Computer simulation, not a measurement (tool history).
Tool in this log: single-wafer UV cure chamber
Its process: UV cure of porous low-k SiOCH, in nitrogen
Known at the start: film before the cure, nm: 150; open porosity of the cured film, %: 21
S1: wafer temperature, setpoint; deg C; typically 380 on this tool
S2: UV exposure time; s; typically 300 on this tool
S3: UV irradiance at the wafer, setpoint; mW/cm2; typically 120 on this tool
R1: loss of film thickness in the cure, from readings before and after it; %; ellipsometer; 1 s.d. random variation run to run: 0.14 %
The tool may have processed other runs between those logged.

run    hour   S1   S2   S3      R1
  1     0.0  380  300  120  15.418
  2    38.1  380  300  120  15.353
  3    83.5  380  340  120  16.318
  4   125.8  380  340  120  15.821
  5   163.8  380  300  120  15.535
  6   234.5  380  440  120  17.464
  7   278.9  380  225   91  12.394
  8   304.7  380  225   91  12.465
  9   354.2  380  225   91  12.697
 10   394.1  380  300  120  15.453
 11   433.5  380  300  120  15.443
 12   467.6  380  300  120  15.294
 13   533.3  380  300   95  14.169
 14   584.3  380  300   95  14.174
 15   646.2  380  300   95  14.141
 16   688.1  373  300  120  15.109
 17   726.2  380  445  120  17.236
 18   767.2  380  340  120  15.922
 19   853.7  380  300  120  15.595
 20   887.5  392  300  120  15.624
 21   953.0  395  135  120  11.723
 22  1022.3  380  425  159  18.339
 23  1089.9  380  435  132  17.727
 24  1120.6  362  470  151  18.628
 25  1159.6  386  200  142  14.431
 26  1203.8  380  300  156  16.841
 27  1233.5  371  350  120  15.900
 28  1295.9  364  300   84  13.425
 29  1335.8  367  185   83  10.879
 30  1381.6  380  300  120  15.461
 31  1423.0  390  300  120  15.691
 32  1465.7  380  300  132  15.807

The log once held 6 entries between its listed runs, left out of this copy. Where does each go, and what is different about the tool's unlogged condition between the listed run before it and the listed run after it?
Between runs 6 and 7: quartz window cleaned (hour 250.2)
  both runs share identical hidden conditions
Between runs 13 and 14: quartz window cleaned (hour 545.8)
  both runs share identical hidden conditions
Between runs 14 and 15: UV bulbs replaced (hour 595.4)
  both runs share identical hidden conditions
Between runs 18 and 19: quartz window cleaned (hour 806.8)
  both runs share identical hidden conditions
Between runs 23 and 24: quartz window cleaned (hour 1108.3)
  both runs share identical hidden conditions
Between runs 29 and 30: quartz window cleaned (hour 1381.1)
  both runs share identical hidden conditions
